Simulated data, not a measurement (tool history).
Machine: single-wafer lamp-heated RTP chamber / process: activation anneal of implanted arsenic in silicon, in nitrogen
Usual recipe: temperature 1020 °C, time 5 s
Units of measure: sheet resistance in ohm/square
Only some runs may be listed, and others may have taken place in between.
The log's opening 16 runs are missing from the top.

| run | hour | temperature | time | wafers since the last listed run | wafers since the last pyrometer calibration | wafers since the reflector plate was cleaned | hours since the gauge calibration | read-back reference wafer on the same gauge, sheet resistance | sheet resistance |
|---|---|---|---|---|---|---|---|---|---|
| 17 | 393.3 | 1020 | 5 | 390 | 4094 | 9184 | 426.1 | 147.03 | 169.68 |
|  | 404.3 | pyrometer window cleaned and pyrometer calibrated |
| 18 | 420.9 | 1042 | 3 | 289 | 246 | 9474 | 453.7 | 146.97 | 170.23 |
|  | 429.3 | reflector plate cleaned |
| 19 | 440.1 | 1020 | 5 | 165 | 411 | 160 | 472.9 | 147.02 | 170.44 |
| 20 | 459.3 | 1020 | 8 | 283 | 695 | 444 | 492.1 | 147 | 168.56 |
| 21 | 491 | 1020 | 3 | 468 | 1164 | 912 | 523.8 | 147 | 172.34 |
| 22 | 525.5 | 1031 | 8 | 510 | 1675 | 1423 | 558.3 | 146.98 | 166.51 |
| 23 | 550 | 1046 | 5 | 362 | 2037 | 1785 | 582.8 | 147 | 167.02 |
| 24 | 612.6 | 1020 | 5 | 925 | 2963 | 2711 | 645.4 | 147.02 | 169.8 |
|  | 613.6 | gauge calibrated |
| 25 | 633.3 | 1010 | 4 | 306 | 3269 | 3017 | 19.7 | 147.04 | 170.96 |
| 26 | 651.3 | 1020 | 5 | 266 | 3535 | 3284 | 37.7 | 147.02 | 169.52 |
| 27 | 677.6 | 1029 | 8 | 389 | 3924 | 3673 | 64 | 147.01 | 166.76 |
| 28 | 700.4 | 1020 | 7 | 337 | 4262 | 4010 | 86.8 | 146.99 | 167.78 |
|  | 724.3 | pyrometer window cleaned and pyrometer calibrated |
| 29 | 724.8 | 1029 | 6 | 242 | 6 | 4252 | 111.2 | 146.98 | 169.25 |

Expected results for the next run?
| 30 | 753.1 | 1020 | 5 | 418 | 425 | 4671 | 139.5 | ? | ? |

{"run 30": {"read-back reference wafer on the same gauge, sheet resistance": 147.04, "sheet resistance": 169.88}}
With no hidden state in the tool, this same run would have given sheet resistance 170.09 ohm/square.

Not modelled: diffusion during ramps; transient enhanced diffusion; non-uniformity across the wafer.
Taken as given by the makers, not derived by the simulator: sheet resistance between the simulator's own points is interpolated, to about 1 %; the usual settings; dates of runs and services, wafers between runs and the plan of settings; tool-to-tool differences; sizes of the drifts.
